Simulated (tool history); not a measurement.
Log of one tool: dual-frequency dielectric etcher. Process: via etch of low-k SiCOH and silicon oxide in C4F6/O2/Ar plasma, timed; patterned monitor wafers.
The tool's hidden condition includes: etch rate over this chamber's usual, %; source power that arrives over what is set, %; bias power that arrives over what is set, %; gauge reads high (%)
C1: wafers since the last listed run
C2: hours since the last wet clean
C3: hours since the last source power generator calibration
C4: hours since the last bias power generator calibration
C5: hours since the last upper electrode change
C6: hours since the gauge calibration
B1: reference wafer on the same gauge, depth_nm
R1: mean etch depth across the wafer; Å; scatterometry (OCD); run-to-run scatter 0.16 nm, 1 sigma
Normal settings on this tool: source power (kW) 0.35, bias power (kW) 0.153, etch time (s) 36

Run 1, hour 0: usual settings; C1 0; C2 251.4; C3 3417.7; C4 2309.4; C5 4364.3; C6 1493.7; B1 71.3. Result: R1 700 Å.
Run 2, hour 102.4: usual settings; C1 1236; C2 353.8; C3 3520.1; C4 2411.8; C5 4466.7; C6 1596.1; B1 71.3. Result: R1 698 Å.
Run 3, hour 152.9: usual settings; C1 609; C2 404.3; C3 3570.6; C4 2462.3; C5 4517.2; C6 1646.6; B1 71.3. Result: R1 700 Å.
At hour 192.3: source power generator calibrated.
Run 4, hour 258.4: usual settings but bias power (kW) 0.182; C1 1225; C2 509.8; C3 66.1; C4 2567.8; C5 4622.7; C6 1752.1; B1 71.3. Result: R1 748 Å.
Run 5, hour 303.4: usual settings but bias power (kW) 0.182; C1 543; C2 554.8; C3 111.1; C4 2612.8; C5 4667.7; C6 1797.1; B1 71.3. Result: R1 747 Å.
Run 6, hour 361.9: usual settings but bias power (kW) 0.182; C1 706; C2 613.3; C3 169.6; C4 2671.3; C5 4726.2; C6 1855.6; B1 71.3. Result: R1 747 Å.
At hour 427.1: wet clean of the chamber.
Run 7, hour 427.8: usual settings; C1 506; C2 0.7; C3 235.5; C4 2737.2; C5 4792.1; C6 1921.5; B1 71.3. Result: R1 706 Å.
At hour 460: upper electrode replaced.
Run 8, hour 528.4: usual settings; C1 925; C2 101.3; C3 336.1; C4 2837.8; C5 68.4; C6 2022.1; B1 71.3. Result: R1 703 Å.
Run 9, hour 620.2: usual settings but etch time (s) 30.5; C1 1108; C2 193.1; C3 427.9; C4 2929.6; C5 160.2; C6 2113.9; B1 71.3. Result: R1 593 Å.
Run 10, hour 675.1: usual settings but source power (kW) 0.39; C1 663; C2 248; C3 482.8; C4 2984.5; C5 215.1; C6 2168.8; B1 71.3. Result: R1 735 Å.
Run 11, hour 753.3: usual settings but source power (kW) 0.43, bias power (kW) 0.116, etch time (s) 40.5; C1 944; C2 326.2; C3 561; C4 3062.7; C5 293.3; C6 2247; B1 71.3. Result: R1 769 Å.
Run 12, hour 813.1: usual settings but source power (kW) 0.42, bias power (kW) 0.118; C1 722; C2 386; C3 620.8; C4 3122.5; C5 353.1; C6 2306.8; B1 71.3. Result: R1 680 Å.
Run 13, hour 915.5: usual settings; C1 1236; C2 488.4; C3 723.2; C4 3224.9; C5 455.5; C6 2409.2; B1 71.3. Result: R1 697 Å.
Run 14, hour 968: usual settings but source power (kW) 0.41, bias power (kW) 0.134; C1 634; C2 540.9; C3 775.7; C4 3277.4; C5 508; C6 2461.7; B1 71.3. Result: R1 705 Å.
At hour 1062: wet clean of the chamber.
Run 15, hour 1062.5: usual settings but source power (kW) 0.32, bias power (kW) 0.12, etch time (s) 28; C1 851; C2 0.5; C3 870.2; C4 3371.9; C5 602.5; C6 2556.2; B1 71.3. Result: R1 478 Å.
Run 16, hour 1126.2: usual settings but source power (kW) 0.31, bias power (kW) 0.123, etch time (s) 27; C1 769; C2 64.2; C3 933.9; C4 3435.6; C5 666.2; C6 2619.9; B1 71.4. Result: R1 460 Å.
Run 17, hour 1218.4: usual settings; C1 1113; C2 156.4; C3 1026.1; C4 3527.8; C5 758.4; C6 2712.1; B1 71.3. Result: R1 705 Å.
Run 18, hour 1273.2: usual settings but source power (kW) 0.42; C1 661; C2 211.2; C3 1080.9; C4 3582.6; C5 813.2; C6 2766.9; B1 71.3. Result: R1 760 Å.
Run 19, hour 1310.9: usual settings; C1 455; C2 248.9; C3 1118.6; C4 3620.3; C5 850.9; C6 2804.6; B1 71.3. Result: R1 705 Å.
Run 20, hour 1386.2: usual settings; C1 909; C2 324.2; C3 1193.9; C4 3695.6; C5 926.2; C6 2879.9; B1 71.3. Result: R1 701 Å.
Run 21, hour 1441.7: usual settings but source power (kW) 0.44, etch time (s) 29; C1 670; C2 379.7; C3 1249.4; C4 3751.1; C5 981.7; C6 2935.4; B1 71.3. Result: R1 620 Å.
At hour 1456.9: gauge calibrated.
Run 22, hour 1486.9: usual settings; C1 545; C2 424.9; C3 1294.6; C4 3796.3; C5 1026.9; C6 30; B1 71.3. Result: R1 700 Å.
At hour 1530.9: bias power generator calibrated.
Run 23, hour 1540.2: usual settings but source power (kW) 0.27, bias power (kW) 0.167; C1 595; C2 478.2; C3 1347.9; C4 9.3; C5 1080.2; C6 83.3; B1 71.4. Result: R1 648 Å.
At hour 1589.1: wet clean of the chamber.
Run 24, hour 1637.8: usual settings; C1 888; C2 48.7; C3 1445.5; C4 106.9; C5 1177.8; C6 180.9; B1 71.3. Result: R1 704 Å.
Run 25, hour 1735.7: usual settings but source power (kW) 0.4; C1 1182; C2 146.6; C3 1543.4; C4 204.8; C5 1275.7; C6 278.8; B1 71.3. Result: R1 741 Å.
Run 26, hour 1802.9: usual settings but source power (kW) 0.27, etch time (s) 26; C1 811; C2 213.8; C3 1610.6; C4 272; C5 1342.9; C6 346; B1 71.3. Result: R1 455 Å.
Run 27, hour 2033.3: usual settings but bias power (kW) 0.178, etch time (s) 29.5; C1 2782; C2 444.2; C3 1841; C4 502.4; C5 1573.3; C6 576.4; B1 71.3. Result: R1 607 Å.
At hour 2107.6: wet clean of the chamber.
Run 28, hour 2108.1: usual settings but source power (kW) 0.29, bias power (kW) 0.176; C1 613; C2 0.5; C3 1915.8; C4 577.2; C5 1648.1; C6 651.2; B1 71.4. Result: R1 692 Å.
Run 29, hour 2134.3: usual settings but source power (kW) 0.38, bias power (kW) 0.119; C1 316; C2 26.7; C3 1942; C4 603.4; C5 1674.3; C6 677.4; B1 71.3. Result: R1 662 Å.

Hidden condition of the tool, last listed run before each entry between runs versus first listed run after:
From run 3 to run 4: source power generator calibrated (hour 192.3)
  etch rate over this chamber's usual, %: -1.04 -> -1.32
  measured less the result without the state, R1: -7 -> -10 Å
From run 6 to run 7: wet clean of the chamber (hour 427.1)
  etch rate over this chamber's usual, %: -1.6 -> -0.0956
  measured less the result without the state, R1: -12 -> -1 Å
From run 7 to run 8: upper electrode replaced (hour 460)
  etch rate over this chamber's usual, %: -0.0956 -> -0.362
  measured less the result without the state, R1: -1 -> -3 Å
From run 14 to run 15: wet clean of the chamber (hour 1062)
  etch rate over this chamber's usual, %: -1.53 -> 0.101
  measured less the result without the state, R1: -11 -> +0 Å
From run 21 to run 22: gauge calibrated (hour 1456.9)
  etch rate over this chamber's usual, %: -0.905 -> -1.02
  measured less the result without the state, R1: -5 -> -7 Å
From run 22 to run 23: bias power generator calibrated (hour 1530.9)
  etch rate over this chamber's usual, %: -1.02 -> -1.17
  measured less the result without the state, R1: -7 -> -8 Å
From run 23 to run 24: wet clean of the chamber (hour 1589.1)
  etch rate over this chamber's usual, %: -1.17 -> -0.28
  measured less the result without the state, R1: -8 -> -2 Å
From run 27 to run 28: wet clean of the chamber (hour 2107.6)
  etch rate over this chamber's usual, %: -1.33 -> 0.232
  measured less the result without the state, R1: -9 -> +2 Å

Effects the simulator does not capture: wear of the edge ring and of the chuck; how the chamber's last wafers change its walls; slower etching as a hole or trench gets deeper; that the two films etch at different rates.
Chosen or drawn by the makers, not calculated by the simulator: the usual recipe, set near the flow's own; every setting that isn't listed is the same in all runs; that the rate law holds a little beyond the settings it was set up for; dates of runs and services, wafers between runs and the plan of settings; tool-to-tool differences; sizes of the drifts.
